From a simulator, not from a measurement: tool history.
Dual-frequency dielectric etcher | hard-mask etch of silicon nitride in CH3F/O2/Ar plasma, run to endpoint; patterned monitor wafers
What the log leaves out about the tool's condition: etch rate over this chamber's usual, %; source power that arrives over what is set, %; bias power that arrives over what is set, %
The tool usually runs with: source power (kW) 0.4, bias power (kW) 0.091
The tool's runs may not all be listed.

run,day,source power (kW),bias power (kW),wafers since the last listed run,hours since the last wet clean,hours since the last source power generator calibration,hours since the last bias power generator calibration,hours since the last upper electrode change,"incoming incoming film thickness, nm",endpoint time (s)
1,0,0.4,0.091,0,111.6,4445.9,1022.7,4763.8,35.63,48.6
2,1.604,0.4,0.091,237,150.1,4484.4,1061.2,4802.3,35.47,48.2
3,4.1,0.4,0.091,369,210,4544.3,1121.1,4862.2,35.21,47.5
# day 6.175: source power generator calibrated
4,7.062,0.46,0.075,413,281.1,21.3,1192.2,4933.3,35.43,46.9
# day 8.808: upper electrode replaced
5,9.483,0.46,0.075,210,339.2,79.4,1250.3,16.2,35.49,46.9
6,11.325,0.47,0.091,272,383.4,123.6,1294.5,60.4,35.46,43.5
7,13.146,0.47,0.091,269,427.1,167.3,1338.2,104.1,35.44,43.1
# day 15.708: wet clean of the chamber
8,15.729,0.47,0.091,234,0.5,229.3,1400.2,166.1,35.75,44.9
9,17.292,0.4,0.085,231,38,266.8,1437.7,203.6,35.54,50.2
10,19.675,0.4,0.085,352,95.2,324,1494.9,260.8,35.61,50
11,21.283,0.4,0.085,238,133.8,362.6,1533.5,299.4,35.14,49.4
12,22.754,0.4,0.091,217,169.1,397.9,1568.8,334.7,35.5,48.7
13,25.604,0.4,0.091,421,237.5,466.3,1637.2,403.1,35.01,47.5
14,28.192,0.49,0.107,382,299.6,528.4,1699.3,465.2,34.9,40
15,30.792,0.36,0.076,384,362,590.8,1761.7,527.6,35.21,53.8
16,32.417,0.49,0.091,240,401,629.8,1800.7,566.6,35.55,42.6
17,34.033,0.34,0.114,239,439.8,668.6,1839.5,605.4,35.53,49
# day 34.458: bias power generator calibrated
# day 37.054: wet clean of the chamber
18,37.075,0.3,0.099,277,0.5,741.6,62.8,678.4,35.77,57.6
19,38.183,0.4,0.091,164,27.1,768.2,89.4,705,35.36,48.3
20,39.542,0.45,0.103,201,59.7,800.8,122,737.6,35.59,43.2
21,42.246,0.34,0.074,400,124.6,865.7,186.9,802.5,35.38,56.8
22,44.383,0.37,0.105,316,175.9,917,238.2,853.8,35.55,47.7
23,46.312,0.4,0.091,285,222.2,963.3,284.5,900.1,35.25,47.3
24,47.542,0.4,0.091,181,251.7,992.8,314,929.6,35.76,48
25,50.046,0.34,0.091,370,311.8,1052.9,374.1,989.7,35.27,52.4
26,53.017,0.4,0.091,439,383.1,1124.2,445.4,1061,35.62,47.3
27,54.108,0.35,0.069,161,409.3,1150.4,471.6,1087.2,35.47,55.9
# day 57.288: wet clean of the chamber
28,57.308,0.4,0.091,325,0.5,1227.2,548.4,1164,35.34,48.7
29,59.262,0.43,0.103,289,47.4,1274.1,595.3,1210.9,35.01,44
30,61.2,0.33,0.073,286,93.9,1320.6,641.8,1257.4,35.4,59.2
31,62.908,0.46,0.091,252,134.9,1361.6,682.8,1298.4,35.42,44.4
32,66.817,0.37,0.091,578,228.7,1455.4,776.6,1392.2,35.88,51.3
33,67.833,0.4,0.103,150,253.1,1479.8,801,1416.6,35.53,45.9
34,69.8,0.4,0.091,291,300.3,1527,848.2,1463.8,35.14,47.5
35,71.071,0.48,0.091,188,330.8,1557.5,878.7,1494.3,35.63,43
36,72.204,0.4,0.091,167,358,1584.7,905.9,1521.5,35.36,47.6

Describe how what the log doesn't record of the tool's condition differs between the last listed run preceding each entry between runs and the first listed run following it.
Between runs 3 and 4: source power generator calibrated (day 6.175)
  etch rate over this chamber's usual, %: 1.23 -> 1.77; bias power that arrives over what is set, %: -1.87 -> -2.12
  measured result minus the result with no hidden state, endpoint time (s): -0.3 -> -0.5
Between runs 4 and 5: upper electrode replaced (day 8.808)
  etch rate over this chamber's usual, %: 1.77 -> 2.21; bias power that arrives over what is set, %: -2.12 -> -2.33
  measured result minus the result with no hidden state, endpoint time (s): -0.5 -> -0.7
Between runs 7 and 8: wet clean of the chamber (day 15.708)
  etch rate over this chamber's usual, %: 2.87 -> -0.259; bias power that arrives over what is set, %: -2.67 -> -2.93
  measured result minus the result with no hidden state, endpoint time (s): -0.9 -> +0.5
Between runs 17 and 18: bias power generator calibrated (day 34.458); wet clean of the chamber (day 37.054)
  etch rate over this chamber's usual, %: 3.06 -> 0.0453; bias power that arrives over what is set, %: -5.06 -> -0.0157
  measured result minus the result with no hidden state, endpoint time (s): -0.5 -> +0
Between runs 27 and 28: wet clean of the chamber (day 57.288)
  etch rate over this chamber's usual, %: 3.13 -> -0.603; bias power that arrives over what is set, %: -0.343 -> -0.46
  measured result minus the result with no hidden state, endpoint time (s): -1.7 -> +0.3

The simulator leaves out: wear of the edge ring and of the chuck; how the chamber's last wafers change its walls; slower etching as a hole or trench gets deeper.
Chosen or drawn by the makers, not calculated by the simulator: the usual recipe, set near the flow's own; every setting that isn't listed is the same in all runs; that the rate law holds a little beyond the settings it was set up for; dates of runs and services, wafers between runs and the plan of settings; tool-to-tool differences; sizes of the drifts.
